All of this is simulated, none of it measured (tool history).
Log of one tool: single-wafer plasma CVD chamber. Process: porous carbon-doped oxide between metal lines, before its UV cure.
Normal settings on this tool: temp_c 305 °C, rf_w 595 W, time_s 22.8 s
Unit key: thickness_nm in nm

| run | day | temp_c | rf_w | time_s | wafers since the last listed run | hours since the last thermocouple change | hours since the last RF generator calibration | hours since the showerhead was replaced | hours since the gauge calibration | read-back reference wafer on the same gauge, thickness_nm | thickness_nm |
|---|---|---|---|---|---|---|---|---|---|---|---|
| 1 | 0 | 294 | 595 | 22.8 | 0 | 2802.9 | 2003.7 | 2993.6 | 174.7 | 144.961 | 142.016 |
|  | 0.308 | gauge calibrated |
| 2 | 0.654 | 294 | 595 | 22.8 | 336 | 2818.6 | 2019.4 | 3009.3 | 8.3 | 145.041 | 142.066 |
| 3 | 0.95 | 298 | 595 | 20.4 | 152 | 2825.7 | 2026.5 | 3016.4 | 15.4 | 145.004 | 124.35 |
| 4 | 1.438 | 305 | 505 | 26.4 | 250 | 2837.4 | 2038.2 | 3028.1 | 27.1 | 144.927 | 135.018 |
| 5 | 2.042 | 305 | 505 | 26.4 | 310 | 2851.9 | 2052.7 | 3042.6 | 41.6 | 145.004 | 135.451 |
| 6 | 2.442 | 305 | 505 | 26.4 | 205 | 2861.5 | 2062.3 | 3052.2 | 51.2 | 145.195 | 135.592 |
| 7 | 2.838 | 305 | 595 | 23.8 | 203 | 2871 | 2071.8 | 3061.7 | 60.7 | 145.074 | 138.919 |
| 8 | 3.471 | 305 | 595 | 23.8 | 325 | 2886.2 | 2087 | 3076.9 | 75.9 | 145.029 | 139.165 |
| 9 | 3.729 | 305 | 595 | 23.8 | 132 | 2892.4 | 2093.2 | 3083.1 | 82.1 | 145.041 | 138.67 |
| 10 | 4.179 | 305 | 595 | 22.8 | 231 | 2903.2 | 2104 | 3093.9 | 92.9 | 144.91 | 133.994 |
| 11 | 4.517 | 305 | 595 | 22.8 | 173 | 2911.3 | 2112.1 | 3102 | 101 | 144.939 | 133.528 |
|  | 5.225 | thermocouple changed; heater temperature recalibrated |
|  | 5.4 | RF generator calibrated |
| 12 | 5.421 | 305 | 595 | 22.8 | 204 | 4.7 | 0.5 | 3123.7 | 122.7 | 145.01 | 134.198 |
| 13 | 5.6 | 305 | 595 | 22.8 | 92 | 9 | 4.8 | 3128 | 127 | 144.907 | 134.517 |
| 14 | 6.096 | 305 | 485 | 24.8 | 255 | 20.9 | 16.7 | 3139.9 | 138.9 | 145.08 | 124.3 |
| 15 | 7.008 | 292 | 625 | 26.4 | 469 | 42.8 | 38.6 | 3161.8 | 160.8 | 145.007 | 169.547 |
|  | 7.4 | showerhead replaced |
| 16 | 7.421 | 305 | 595 | 22.8 | 40 | 52.7 | 48.5 | 0.5 | 170.7 | 145.135 | 134.09 |
| 17 | 7.725 | 320 | 710 | 25.2 | 156 | 60 | 55.8 | 7.8 | 178 | 144.914 | 155.157 |
| 18 | 8.079 | 305 | 505 | 22.8 | 182 | 68.5 | 64.3 | 16.3 | 186.5 | 145.044 | 117.933 |
| 19 | 8.496 | 305 | 595 | 19.1 | 214 | 78.5 | 74.3 | 26.3 | 196.5 | 144.942 | 112.399 |
|  | 8.671 | gauge calibrated |
| 20 | 8.992 | 293 | 520 | 19.2 | 255 | 90.4 | 86.2 | 38.2 | 7.7 | 145.093 | 108.174 |
| 21 | 9.617 | 305 | 650 | 19.6 | 321 | 105.4 | 101.2 | 53.2 | 22.7 | 144.996 | 123.778 |
| 22 | 10.225 | 305 | 505 | 26.4 | 313 | 120 | 115.8 | 67.8 | 37.3 | 144.943 | 136.256 |
| 23 | 10.95 | 305 | 545 | 25.4 | 373 | 137.4 | 133.2 | 85.2 | 54.7 | 144.904 | 137.778 |

Here are 5 independent what-if runs from the current tool condition. What would each one return?
| A | 10.967 | 305 | 595 | 22.8 | 8 | 137.8 | 133.6 | 85.6 | 55.1 | ? | ? |
| B | 10.967 | 305 | 595 | 18.7 | 8 | 137.8 | 133.6 | 85.6 | 55.1 | ? | ? |
| C | 10.967 | 293 | 515 | 18.7 | 8 | 137.8 | 133.6 | 85.6 | 55.1 | ? | ? |
| D | 10.967 | 305 | 710 | 20.8 | 8 | 137.8 | 133.6 | 85.6 | 55.1 | ? | ? |
| E | 10.967 | 315 | 595 | 22.8 | 8 | 137.8 | 133.6 | 85.6 | 55.1 | ? | ? |

| run | read-back reference wafer on the same gauge, thickness_nm | thickness_nm |
|---|---|---|
| A | 145.072 | 133.39 |
| B | 145.072 | 110.157 |
| C | 145.072 | 104.679 |
| D | 145.072 | 139.051 |
| E | 145.072 | 127.219 |
With no hidden state in the tool, these same runs would have given:
| run | thickness_nm |
|---|---|
| A | 133.39 |
| B | 110.157 |
| C | 104.679 |
| D | 139.051 |
| E | 127.219 |
